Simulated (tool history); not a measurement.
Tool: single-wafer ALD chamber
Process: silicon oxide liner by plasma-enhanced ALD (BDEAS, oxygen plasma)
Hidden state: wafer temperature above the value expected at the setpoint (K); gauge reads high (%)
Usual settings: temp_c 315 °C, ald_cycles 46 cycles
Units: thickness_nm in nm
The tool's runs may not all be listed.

run,hour,temp_c,ald_cycles,wafers since the last listed run,hours since the last thermocouple change,hours since the gauge calibration,"read-back reference wafer on the same gauge, thickness_nm",thickness_nm
1,0.0,315,46,0,187.5,1442.6,4.038,4.148
2,47.9,315,46,280,235.4,1490.5,4.038,4.166
3,106.4,324,41,342,293.9,1549.0,4.039,3.681
4,202.1,324,41,559,389.6,1644.7,4.036,3.673
5,309.8,324,41,630,497.3,1752.4,4.042,3.691
6,394.7,312,41,496,582.2,1837.3,4.042,3.744
7,501.7,315,42,625,689.2,1944.3,4.042,3.801
8,542.3,326,52,237,729.8,1984.9,4.044,4.639
9,587.3,315,46,263,774.8,2029.9,4.041,4.172
# hour 610.3: gauge calibrated
10,785.9,315,46,1161,973.4,175.6,4.044,4.185
11,839.3,315,46,312,1026.8,229.0,4.037,4.185
12,934.9,315,46,559,1122.4,324.6,4.041,4.191
13,1007.8,321,46,426,1195.3,397.5,4.039,4.153
14,1061.5,321,46,314,1249.0,451.2,4.037,4.148
15,1154.5,324,51,544,1342.0,544.2,4.043,4.588
16,1248.6,324,51,550,1436.1,638.3,4.038,4.579
# hour 1288.2: thermocouple changed; heater temperature recalibrated
17,1320.1,315,51,371,31.9,709.8,4.044,4.619
18,1373.8,315,51,314,85.6,763.5,4.037,4.617
19,1480.4,315,51,623,192.2,870.1,4.043,4.630
20,1522.5,325,51,246,234.3,912.2,4.042,4.539
21,1736.6,325,51,1252,448.4,1126.3,4.043,4.560
22,1788.7,315,46,304,500.5,1178.4,4.041,4.159
23,1893.6,329,46,613,605.4,1283.3,4.039,4.087
24,2159.2,302,38,1553,871.0,1548.9,4.040,3.512
25,2202.5,325,51,253,914.3,1592.2,4.039,4.571
26,2309.8,306,49,627,1021.6,1699.5,4.041,4.506
27,2352.6,315,46,250,1064.4,1742.3,4.038,4.180
28,2458.5,327,49,619,1170.3,1848.2,4.041,4.377
29,2554.6,315,52,562,1266.4,1944.3,4.039,4.730
30,2646.6,315,46,538,1358.4,2036.3,4.041,4.188
# hour 2674.4: thermocouple changed; heater temperature recalibrated
31,2750.7,315,40,562,76.3,2140.4,4.045,3.616
32,2815.2,315,46,377,140.8,2204.9,4.038,4.135
33,2914.3,307,52,579,239.9,2304.0,4.045,4.748
34,2992.1,324,41,455,317.7,2381.8,4.040,3.670
# hour 3022.9: gauge calibrated
35,3034.2,310,40,246,359.8,11.3,4.038,3.649
36,3281.9,319,49,1449,607.5,259.0,4.037,4.437
37,3537.3,304,49,1494,862.9,514.4,4.040,4.501
38,3576.2,319,39,227,901.8,553.3,4.041,3.524
39,3660.3,315,46,492,985.9,637.4,4.037,4.184
40,3761.7,310,55,593,1087.3,738.8,4.041,5.047
41,3817.8,309,53,328,1143.4,794.9,4.041,4.847
42,3912.1,319,49,551,1237.7,889.2,4.042,4.412
43,4013.2,328,38,591,1338.8,990.3,4.036,3.410
# hour 4037.8: thermocouple changed; heater temperature recalibrated
44,4120.3,315,46,579,82.5,1097.4,4.039,4.170
45,4161.5,315,40,241,123.7,1138.6,4.041,3.612
46,4260.6,315,46,579,222.8,1237.7,4.039,4.149

The tool's hidden state at each run:
gauge reads high (%): 0 in every run
H1: wafer temperature above the value expected at the setpoint (K)
run,H1
1,-0.759
2,-0.97
3,-1.23
4,-1.65
5,-2.12
6,-2.5
7,-2.97
8,-3.15
9,-3.34
10,-4.22
11,-4.45
12,-4.87
13,-5.19
14,-5.43
15,-5.84
16,-6.25
17,-0.186
18,-0.423
19,-0.892
20,-1.08
21,-2.02
22,-2.25
23,-2.71
24,-3.88
25,-4.07
26,-4.54
27,-4.73
28,-5.19
29,-5.62
30,-6.02
31,-0.0852
32,-0.369
33,-0.805
34,-1.15
35,-1.33
36,-2.42
37,-3.55
38,-3.72
39,-4.09
40,-4.53
41,-4.78
42,-5.19
43,-5.64
44,-0.434
45,-0.615
46,-1.05
